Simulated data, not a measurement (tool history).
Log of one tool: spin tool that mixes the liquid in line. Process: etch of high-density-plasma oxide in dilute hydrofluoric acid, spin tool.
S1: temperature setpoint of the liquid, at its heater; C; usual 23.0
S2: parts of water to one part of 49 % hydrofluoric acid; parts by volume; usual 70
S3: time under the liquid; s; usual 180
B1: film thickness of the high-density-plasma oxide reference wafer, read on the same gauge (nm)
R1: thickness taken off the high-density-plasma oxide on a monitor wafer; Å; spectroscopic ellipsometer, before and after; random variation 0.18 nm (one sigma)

{"run": 1, "hour": 0.0, "S1": 23.0, "S2": 70, "S3": 180, "B1": 119.99, "R1": 296.1}
{"run": 2, "hour": 30.0, "S1": 23.0, "S2": 70, "S3": 180, "B1": 120.03, "R1": 294.4}
{"run": 3, "hour": 95.3, "S1": 23.0, "S2": 70, "S3": 180, "B1": 120.0, "R1": 294.7}
{"run": 4, "hour": 130.6, "S1": 23.0, "S2": 70, "S3": 180, "B1": 120.0, "R1": 294.1}
{"run": 5, "hour": 159.3, "S1": 23.0, "S2": 70, "S3": 180, "B1": 120.0, "R1": 293.3}
{"run": 6, "hour": 187.7, "S1": 23.0, "S2": 70, "S3": 180, "B1": 119.99, "R1": 296.1}
{"run": 7, "hour": 204.4, "S1": 23.0, "S2": 70, "S3": 180, "B1": 120.01, "R1": 292.8}
{"run": 8, "hour": 221.3, "S1": 23.0, "S2": 70, "S3": 180, "B1": 120.01, "R1": 293.1}
{"run": 9, "hour": 255.0, "S1": 23.0, "S2": 70, "S3": 180, "B1": 119.98, "R1": 291.2}
{"run": 10, "hour": 290.3, "S1": 25.5, "S2": 70, "S3": 180, "B1": 119.99, "R1": 321.4}
{"run": 11, "hour": 304.8, "S1": 25.5, "S2": 70, "S3": 180, "B1": 120.01, "R1": 322.1}
{"run": 12, "hour": 340.2, "S1": 25.5, "S2": 70, "S3": 180, "B1": 120.01, "R1": 322.5}
{"run": 13, "hour": 363.2, "S1": 23.0, "S2": 50, "S3": 180, "B1": 119.98, "R1": 416.0}
{"run": 14, "hour": 390.0, "S1": 23.0, "S2": 70, "S3": 180, "B1": 120.01, "R1": 289.9}
{"run": 15, "hour": 414.2, "S1": 23.0, "S2": 70, "S3": 180, "B1": 120.01, "R1": 288.1}
{"run": 16, "hour": 430.1, "S1": 25.5, "S2": 70, "S3": 180, "B1": 119.99, "R1": 321.1}
{"run": 17, "hour": 442.8, "S1": 21.0, "S2": 85, "S3": 265, "B1": 120.02, "R1": 318.2}
{"run": 18, "hour": 458.2, "S1": 23.0, "S2": 45, "S3": 180, "B1": 120.0, "R1": 471.4}
{"run": 19, "hour": 471.0, "S1": 24.5, "S2": 55, "S3": 85, "B1": 120.0, "R1": 189.6}
{"run": 20, "hour": 495.8, "S1": 23.0, "S2": 35, "S3": 210, "B1": 119.99, "R1": 713.6}

Forecast run 21:
{"run": 21, "hour": 515.1, "S1": 25.0, "S2": 50, "S3": 180, "B1": "?", "R1": "?"}

B1: 120.00
R1: 452.7 Å
Without the tool's hidden state the same run would have given R1 498.3 Å.
